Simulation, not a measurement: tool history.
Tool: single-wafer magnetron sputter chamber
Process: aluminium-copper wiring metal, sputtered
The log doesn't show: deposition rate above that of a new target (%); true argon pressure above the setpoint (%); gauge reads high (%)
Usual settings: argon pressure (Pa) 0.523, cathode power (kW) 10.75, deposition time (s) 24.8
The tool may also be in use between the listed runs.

run,day,argon pressure (Pa),cathode power (kW),deposition time (s),wafers since the last listed run,wafers on the sputter target,hours since the last manometer calibration,hours since the magnet pack was replaced,hours since the gauge calibration,"read-back reference wafer on the same gauge, thickness_nm",mean film thickness on the monitor wafer (angstrom)
1,0,0.523,10.75,24.8,0,1441,2574.2,10707.2,125,404.014,4213.93
2,0.375,0.523,10.75,24.8,358,1800,2583.2,10716.2,134,404.282,4242.11
3,0.942,0.523,10.75,24.8,542,2342,2596.8,10729.8,147.6,403.94,4194.13
4,1.2,0.523,10.75,24.8,247,2590,2603,10736,153.8,404.3,4216.5
# day 1.921: sputter target and shields replaced
5,1.942,0.523,9.2,24.8,390,20,2620.8,10753.8,171.6,403.502,3661.23
6,2.408,0.523,9.2,24.8,446,467,2632,10765,182.8,404.056,3629.91
7,2.9,0.523,9.2,24.8,470,937,2643.8,10776.8,194.6,404.122,3638.56
8,3.208,0.523,10.75,24.8,294,1232,2651.2,10784.2,202,404.402,4220.56
9,3.6,0.523,10.75,24.8,374,1607,2660.6,10793.6,211.4,404.288,4240.88
# day 3.946: gauge calibrated
10,4.062,0.523,10.75,24.8,442,2049,2671.7,10804.7,2.8,404.212,4221.34
# day 4.942: capacitance manometer re-zeroed and calibrated
# day 5.271: sputter target and shields replaced
# day 5.6: magnet pack replaced
11,5.696,0.523,10.75,24.8,614,91,18.1,2.3,42,403.651,4272.7
12,6.175,0.666,10.75,24.8,458,549,29.6,13.8,53.5,404.172,3959.22
13,6.775,0.523,10.05,27.9,574,1123,44,28.2,67.9,403.88,4447.16
14,7.442,0.523,10.75,24.8,637,1761,60,44.2,83.9,403.646,4210.02
15,7.733,0.65,9.9,27,279,2040,67,51.2,90.9,403.891,3930.19
# day 9.392: sputter target and shields replaced
16,9.412,0.621,10.75,28.5,1287,21,107.3,91.5,131.2,404.69,4670.02
17,9.762,0.674,11.55,27.4,334,356,115.7,99.9,139.6,404.509,4675.14
18,10.171,0.65,9.9,27,390,747,125.5,109.7,149.4,404.507,4004.35
19,10.438,0.428,11.9,24.8,255,1002,131.9,116.1,155.8,403.77,4947.66
20,11.158,0.334,12.35,26.8,689,1691,149.2,133.4,173.1,404.353,5779.77

4 ways to go on from here, each from the tool as it stands after run 20. What would each give?
A,11.175,0.523,10.75,24.8,15,1707,149.6,133.8,173.5,?,?
B,11.175,0.672,11.65,21,15,1707,149.6,133.8,173.5,?,?
C,11.175,0.465,10.75,27.8,15,1707,149.6,133.8,173.5,?,?
D,11.175,0.523,12.3,29.6,15,1707,149.6,133.8,173.5,?,?

run,"read-back reference wafer on the same gauge, thickness_nm",mean film thickness on the monitor wafer (angstrom)
A,404.181,4242.72
B,404.181,3603.84
C,404.181,4904.49
D,404.181,5794.04
Without the tool's hidden state the same runs would have given:
run,mean film thickness on the monitor wafer (angstrom)
A,4289.73
B,3643.77
C,4958.84
D,5858.24

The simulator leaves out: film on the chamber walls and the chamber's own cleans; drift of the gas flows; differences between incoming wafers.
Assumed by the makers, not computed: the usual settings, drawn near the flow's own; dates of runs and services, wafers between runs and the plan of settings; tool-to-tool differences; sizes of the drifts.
